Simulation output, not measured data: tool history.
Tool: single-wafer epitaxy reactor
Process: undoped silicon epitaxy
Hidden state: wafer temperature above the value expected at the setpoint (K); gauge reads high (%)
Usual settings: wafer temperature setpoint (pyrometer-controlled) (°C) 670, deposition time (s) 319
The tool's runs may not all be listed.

run,day,wafer temperature setpoint (pyrometer-controlled) (°C),deposition time (s),wafers since the last listed run,hours since the last pyrometer calibration,hours since the gauge calibration,"read-back reference wafer on the same gauge, thickness_nm",mean film thickness on the monitor wafer (angstrom)
1,0.000,670,337,0,1085.0,607.6,82.603,975.32
2,4.258,670,337,385,1187.2,709.8,82.456,983.19
3,8.429,670,337,377,1287.3,809.9,82.537,980.85
4,14.633,670,277,561,1436.2,958.8,82.654,810.52
5,17.025,670,277,216,1493.6,1016.2,82.760,811.90
6,18.679,670,319,149,1533.3,1055.9,82.559,936.46
7,20.592,670,319,172,1579.2,1101.8,82.617,935.49
8,22.338,670,319,157,1621.1,1143.7,82.575,931.83
9,24.950,670,353,236,1683.8,1206.4,82.540,1032.36
10,36.671,670,279,1060,1965.1,1487.7,82.526,817.96
11,38.275,670,279,145,2003.6,1526.2,82.709,811.54
12,40.629,670,276,212,2060.1,1582.7,82.643,811.48
13,43.442,670,319,254,2127.6,1650.2,82.543,937.79
14,46.550,670,319,281,2202.2,1724.8,82.566,934.34
# day 50.617: pyrometer calibrated
15,50.638,670,319,339,0.5,1822.9,82.654,981.11
16,54.871,670,319,382,102.1,1924.5,82.580,990.26
17,57.542,658,296,241,166.2,1988.6,82.497,736.45
18,60.467,670,319,264,236.4,2058.8,82.483,988.08
19,64.188,658,295,336,325.7,2148.1,82.617,738.87
20,65.871,681,260,152,366.1,2188.5,82.504,991.67
21,70.088,670,319,381,467.3,2289.7,82.530,995.57
22,71.883,660,347,162,510.4,2332.8,82.591,908.29
# day 72.900: pyrometer calibrated, repeated, since the last time left the tool worse
23,75.638,665,374,309,65.7,2422.9,82.511,945.07
24,78.567,670,287,264,136.0,2493.2,82.709,802.95
25,81.004,665,375,220,194.5,2551.7,82.417,963.96
26,83.779,675,298,251,261.1,2618.3,82.631,911.96
# day 86.896: gauge calibrated
27,87.150,670,319,304,342.0,6.1,82.619,900.55
28,90.912,670,319,340,432.3,96.4,82.592,904.14
29,93.700,670,343,252,499.2,163.3,82.601,978.70
30,97.583,661,271,351,592.4,256.5,82.550,655.60
31,101.158,685,319,323,678.2,342.3,82.547,1207.70
32,103.204,655,319,185,727.3,391.4,82.483,696.90
33,106.771,670,319,322,812.9,477.0,82.636,909.74
34,109.746,682,319,269,884.3,548.4,82.585,1143.30
35,111.838,678,378,189,934.5,598.6,82.748,1255.07

What the log doesn't show, run by run:
gauge reads high (%): 0 in every run
H1: wafer temperature above the value expected at the setpoint (K)
run,H1
1,2.39
2,2.47
3,2.54
4,2.63
5,2.66
6,2.68
7,2.7
8,2.72
9,2.74
10,2.83
11,2.84
12,2.86
13,2.87
14,2.88
15,5.25
16,5.61
17,5.81
18,6.01
19,6.24
20,6.33
21,6.55
22,6.63
23,0.181
24,0.412
25,0.588
26,0.772
27,0.974
28,1.17
29,1.31
30,1.48
31,1.61
32,1.68
33,1.8
34,1.88
35,1.93
